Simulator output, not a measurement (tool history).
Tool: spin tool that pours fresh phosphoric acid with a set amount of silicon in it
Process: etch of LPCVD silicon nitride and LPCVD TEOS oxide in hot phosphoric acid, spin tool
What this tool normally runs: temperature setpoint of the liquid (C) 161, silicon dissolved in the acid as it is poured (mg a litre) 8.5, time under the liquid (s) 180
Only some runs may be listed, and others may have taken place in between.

run	hour	temperature setpoint of the liquid (C)	silicon dissolved in the acid as it is poured (mg a litre)	time under the liquid (s)	wafers since the last listed run	hours since the thermometer was replaced	hours since the dissolved silicon flow meter was replaced	hours since the heated supply line was repaired	hours since the gauge calibration	read-back film thickness of the LPCVD silicon nitride reference wafer, read on the same gauge (nm)	read-back film thickness of the LPCVD TEOS oxide reference wafer, read on the same gauge (nm)	thickness taken off the LPCVD silicon nitride on a monitor wafer (nm)	thickness taken off the LPCVD TEOS oxide on a monitor wafer (nm)
1	0	161	8.5	180	0	562.3	1042.2	1902.2	748.3	144.5	96.32	12.99	0.56
2	16.8	161	8.5	180	81	579.1	1059	1919	765.1	144.49	96.303	13.14	0.528
3	36.3	159.5	8.5	210	94	598.6	1078.5	1938.5	784.6	144.44	96.305	14.55	0.53
4	56	161	8.5	240	95	618.3	1098.2	1958.2	804.3	144.44	96.346	17.33	0.619
# hour 81.7: gauge calibrated
5	88.2	161	8.5	240	156	650.5	1130.4	1990.4	6.5	149.65	99.775	18.37	0.71
6	100.5	161	8.5	240	59	662.8	1142.7	2002.7	18.8	149.42	99.577	18.33	0.691
7	113.1	161	10	180	61	675.4	1155.3	2015.3	31.4	149.2	99.491	13.6	0.457
8	134.8	161	10	180	105	697.1	1177	2037	53.1	148.86	99.231	13.68	0.497
9	148.5	161	10	180	66	710.8	1190.7	2050.7	66.8	148.62	99.097	13.61	0.509
10	178.2	159	8.5	180	144	740.5	1220.4	2080.4	96.5	148.23	98.799	12.7	0.431
# hour 181.1: thermometer replaced
11	198.8	159.5	4.5	265	95	17.7	1241	2101	117.1	147.99	98.659	19.09	0.747
12	226.9	159.5	4.5	265	136	45.8	1269.1	2129.1	145.2	147.67	98.437	19.19	0.711
13	260.7	161	15	180	164	79.6	1302.9	2162.9	179	147.25	98.182	13.41	0.415
# hour 288.1: dissolved silicon flow meter replaced
# hour 290.8: heated supply line repaired
14	291.4	162.5	8.5	240	139	110.3	3.3	0.6	209.7	146.99	98.012	18.44	0.804
15	319	161	8.5	180	134	137.9	30.9	28.2	237.3	146.75	97.865	13.58	0.512
16	354.5	163.5	2	180	172	173.4	66.4	63.7	272.8	146.53	97.678	14.65	0.706
17	366.6	159	2	180	58	185.5	78.5	75.8	284.9	146.45	97.614	12.79	0.517
18	384.6	161	8.5	180	87	203.5	96.5	93.8	302.9	146.32	97.54	13.57	0.488
19	398.1	161	4.5	280	65	217	110	107.3	316.4	146.25	97.494	20.49	0.823
20	416.9	161	6	260	91	235.8	128.8	126.1	335.2	146.15	97.416	19.06	0.736
21	429.2	161	10.5	265	59	248.1	141.1	138.4	347.5	146.09	97.385	19.95	0.693
22	460.5	163.5	8.5	145	152	279.4	172.4	169.7	378.8	145.91	97.271	11.46	0.434
23	494.3	160	8.5	95	164	313.2	206.2	203.5	412.6	145.77	97.163	6.86	0.265

Forecast each of these 3 alternatives for the next run:
A	494.8	163	8.5	180	2	313.7	206.7	204	413.1	?	?	?	?
B	494.8	161	6.5	110	2	313.7	206.7	204	413.1	?	?	?	?
C	494.8	161	8.5	220	2	313.7	206.7	204	413.1	?	?	?	?

run	read-back film thickness of the LPCVD silicon nitride reference wafer, read on the same gauge (nm)	read-back film thickness of the LPCVD TEOS oxide reference wafer, read on the same gauge (nm)	thickness taken off the LPCVD silicon nitride on a monitor wafer (nm)	thickness taken off the LPCVD TEOS oxide on a monitor wafer (nm)
A	145.75	97.202	14.12	0.541
B	145.75	97.202	8.07	0.298
C	145.75	97.202	16.14	0.571
The same runs, with their run-to-run variation unchanged, on a tool lacking any hidden condition would have given:
run	thickness taken off the LPCVD silicon nitride on a monitor wafer (nm)	thickness taken off the LPCVD TEOS oxide on a monitor wafer (nm)
A	14.53	0.557
B	8.31	0.306
C	16.61	0.588
